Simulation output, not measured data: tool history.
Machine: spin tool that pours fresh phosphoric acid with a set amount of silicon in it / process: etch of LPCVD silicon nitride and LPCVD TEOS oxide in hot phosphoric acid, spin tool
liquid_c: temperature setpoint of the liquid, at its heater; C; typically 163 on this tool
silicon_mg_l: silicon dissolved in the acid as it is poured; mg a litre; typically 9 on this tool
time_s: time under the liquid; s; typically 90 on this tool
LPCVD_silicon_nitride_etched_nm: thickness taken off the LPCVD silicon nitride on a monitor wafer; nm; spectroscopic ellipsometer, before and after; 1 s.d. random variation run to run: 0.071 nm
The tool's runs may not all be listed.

run	day	liquid_c	silicon_mg_l	time_s	read-back film thickness of the LPCVD silicon nitride reference wafer, read on the same gauge (nm)	LPCVD_silicon_nitride_etched_nm
1	0	163	9	90	59.99	6.69
2	1.329	163	9	90	59.99	6.65
3	2.696	163	9	60	59.99	4.39
4	3.371	160.5	13	70	59.98	4.66
5	4.521	165	2.5	105	59.98	8.12
6	5.704	163	9	90	60.02	6.5
# day 6.933: dissolved silicon flow meter replaced
7	6.954	161	9	50	60.01	3.32
# day 7.704: thermometer replaced
8	7.808	163	9	90	60.01	7.04
9	8.729	163	9	90	59.99	6.93
10	9.858	163	9	90	60.01	6.9
# day 10.233: heated supply line repaired
11	11.15	163	12.5	90	60.02	7.78
# day 12.054: gauge calibrated
12	12.4	163	9	90	59.99	7.78
13	13.012	160.5	13.5	90	60.01	7.07
14	13.871	163	14.5	90	60.02	7.73
15	15.112	162	9	115	60	9.53
16	17.229	163	2	90	59.99	7.63
17	19	163	11	140	60	11.81
18	20.196	163	15	65	60.02	5.42
19	21.058	161.5	13.5	70	60	5.62
20	22.488	163	9	90	60.01	7.58
21	23.038	163	9	90	60.02	7.51

Alternative continuations, all from the tool just after run 21; predict every row:
A	23.054	163	9	115	?	?
B	23.054	163	3	90	?	?
C	23.054	163	12	90	?	?
D	23.054	163	12	45	?	?
E	23.054	163	4.5	70	?	?

run	read-back film thickness of the LPCVD silicon nitride reference wafer, read on the same gauge (nm)	LPCVD_silicon_nitride_etched_nm
A	60	9.59
B	60	7.5
C	60	7.5
D	60	3.75
E	60	5.84
What these runs would have given with no unlogged condition in the tool:
run	LPCVD_silicon_nitride_etched_nm
A	10.14
B	7.94
C	7.94
D	3.97
E	6.18
